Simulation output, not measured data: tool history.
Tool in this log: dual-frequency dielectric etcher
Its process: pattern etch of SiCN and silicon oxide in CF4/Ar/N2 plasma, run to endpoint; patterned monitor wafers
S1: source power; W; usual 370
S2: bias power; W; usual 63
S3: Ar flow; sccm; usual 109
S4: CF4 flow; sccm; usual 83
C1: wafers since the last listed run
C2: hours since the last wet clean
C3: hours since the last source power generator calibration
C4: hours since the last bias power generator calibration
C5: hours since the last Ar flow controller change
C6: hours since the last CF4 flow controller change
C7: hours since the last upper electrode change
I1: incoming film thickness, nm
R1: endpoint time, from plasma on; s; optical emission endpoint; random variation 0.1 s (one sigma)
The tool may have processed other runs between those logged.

run	hour	S1	S2	S3	S4	C1	C2	C3	C4	C5	C6	C7	I1	R1
1	0	370	63	109	83	0	141	4229.4	2672.6	2881.8	2405.5	2145.7	13.86	20.4
# hour 57: CF4 flow controller replaced
2	71.9	370	63	109	83	1276	212.9	4301.3	2744.5	2953.7	14.9	2217.6	13.88	20.5
# hour 123.4: upper electrode replaced
3	123.9	370	63	109	83	542	264.9	4353.3	2796.5	3005.7	66.9	0.5	13.77	20.5
4	177.9	370	63	109	83	1045	318.9	4407.3	2850.5	3059.7	120.9	54.5	13.95	20.7
5	273.4	370	63	123	83	1849	414.4	4502.8	2946	3155.2	216.4	150	13.91	21.5
# hour 346.5: bias power generator calibrated
6	350.4	440	63	109	92	1413	491.4	4579.8	3.9	3232.2	293.4	227	13.82	17.5
# hour 384.9: wet clean of the chamber
7	427.8	340	55	109	83	1034	42.9	4657.2	81.3	3309.6	370.8	304.4	13.99	23.2
# hour 496.4: Ar flow controller replaced
8	510.1	370	49	109	83	1477	125.2	4739.5	163.6	13.7	453.1	386.7	13.88	21.4
9	618	370	70	109	83	2089	233.1	4847.4	271.5	121.6	561	494.6	13.79	20.4
10	673	430	55	109	83	1065	288.1	4902.4	326.5	176.6	616	549.6	13.9	18.7
# hour 738.8: source power generator calibrated
11	761.4	420	63	125	83	1634	376.5	22.6	414.9	265	704.4	638	13.89	17.9
# hour 819: wet clean of the chamber
12	843.4	450	63	109	66	1123	24.4	104.6	496.9	347	786.4	720	13.74	16.2
13	884.7	370	75	109	83	799	65.7	145.9	538.2	388.3	827.7	761.3	13.91	18.8
14	924.2	370	55	109	83	765	105.2	185.4	577.7	427.8	867.2	800.8	13.89	20.1
15	1026.4	370	63	109	83	1979	207.4	287.6	679.9	530	969.4	903	14.01	20.1
16	1087.6	430	73	130	92	1185	268.6	348.8	741.1	591.2	1030.6	964.2	13.91	16.7
17	1159.7	330	68	126	64	1396	340.7	420.9	813.2	663.3	1102.7	1036.3	13.85	23.2
18	1222.7	370	75	109	83	1220	403.7	483.9	876.2	726.3	1165.7	1099.3	13.99	19.5
19	1290	370	63	83	83	1303	471	551.2	943.5	793.6	1233	1166.6	13.95	19.9
# hour 1335.8: wet clean of the chamber
20	1345.9	370	76	109	95	617	10.1	607.1	999.4	849.5	1288.9	1222.5	14.17	18.6
21	1394.7	410	63	109	104	945	58.9	655.9	1048.2	898.3	1337.7	1271.3	13.99	17.1
22	1438.4	370	63	99	83	846	102.6	699.6	1091.9	942	1381.4	1315	13.84	19.1
23	1512	370	71	129	83	1425	176.2	773.2	1165.5	1015.6	1455	1388.6	13.92	19.6

The tool's hidden state at each run:
bias power that arrives over what is set, %: 0 on each run
Ar flow that arrives over what is set, %: 0 on each run
CF4 flow that arrives over what is set, %: 0 on each run
H1: etch rate over this chamber's usual, %
H2: source power that arrives over what is set, %
run	H1	H2
1	-1.14	-3.12
2	-1.88	-3.24
3	-2.41	-3.34
4	-2.96	-3.44
5	-3.94	-3.61
6	-4.73	-3.76
7	-0.125	-3.91
8	-0.969	-4.07
9	-2.07	-4.28
10	-2.64	-4.39
11	-3.55	1.51
12	-0.848	1.51
13	-1.27	1.51
14	-1.68	1.5
15	-2.72	1.49
16	-3.35	1.48
17	-4.09	1.47
18	-4.74	1.46
19	-5.43	1.45
20	-0.0298	1.43
21	-0.53	1.42
22	-0.978	1.41
23	-1.73	1.39
